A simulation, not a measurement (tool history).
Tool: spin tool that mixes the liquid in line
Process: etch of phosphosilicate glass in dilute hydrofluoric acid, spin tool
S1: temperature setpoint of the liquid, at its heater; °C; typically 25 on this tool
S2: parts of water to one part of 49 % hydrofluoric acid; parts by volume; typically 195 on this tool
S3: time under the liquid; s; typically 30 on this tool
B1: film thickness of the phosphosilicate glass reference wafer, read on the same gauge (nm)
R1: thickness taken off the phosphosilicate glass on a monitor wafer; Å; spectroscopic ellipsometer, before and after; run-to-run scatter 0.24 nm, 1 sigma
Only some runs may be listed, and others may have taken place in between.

run 1 hour=0 | S1=25 S2=195 S3=30 | B1=59.99 | R1=294.4
run 2 hour=58.5 | S1=23 S2=195 S3=30 | B1=59.96 | R1=270.5
run 3 hour=157.3 | S1=23 S2=195 S3=30 | B1=60.02 | R1=268.4
-- hour=192.2 thermometer replaced
run 4 hour=260.6 | S1=25 S2=195 S3=20 | B1=59.99 | R1=193.9
run 5 hour=494.6 | S1=25 S2=195 S3=30 | B1=59.98 | R1=289.5
run 6 hour=568.4 | S1=25 S2=195 S3=30 | B1=59.99 | R1=291.2
run 7 hour=626.9 | S1=25 S2=195 S3=30 | B1=60 | R1=288.3
run 8 hour=721 | S1=25 S2=195 S3=30 | B1=59.99 | R1=288.1
run 9 hour=803.8 | S1=25 S2=195 S3=30 | B1=59.97 | R1=289.9
run 10 hour=843.1 | S1=25 S2=235 S3=30 | B1=59.99 | R1=231
run 11 hour=900.2 | S1=25 S2=235 S3=30 | B1=60.01 | R1=233.4
run 12 hour=966.9 | S1=25 S2=195 S3=30 | B1=59.98 | R1=288.6
run 13 hour=1027.8 | S1=25 S2=195 S3=30 | B1=59.99 | R1=288.4
run 14 hour=1070.8 | S1=25 S2=195 S3=30 | B1=60 | R1=291.3
-- hour=1076.3 gauge calibrated
run 15 hour=1142.5 | S1=22 S2=240 S3=35 | B1=60 | R1=230.9
-- hour=1195.7 thermometer replaced
run 16 hour=1247.2 | S1=22.5 S2=195 S3=45 | B1=60.04 | R1=400.9
-- hour=1251.9 hydrofluoric acid flow meter replaced
run 17 hour=1295.4 | S1=25 S2=195 S3=30 | B1=59.97 | R1=292.8
run 18 hour=1375 | S1=22.5 S2=270 S3=30 | B1=60.02 | R1=176.7

Forecast run 19:
run 19 hour=1465.8 | S1=21 S2=195 S3=40 | B1=? | R1=?

{"run 19": {"B1": 59.98, "R1": 331.2}}
Minus the tool's unlogged condition, the same run would have read R1 331.2 Å.
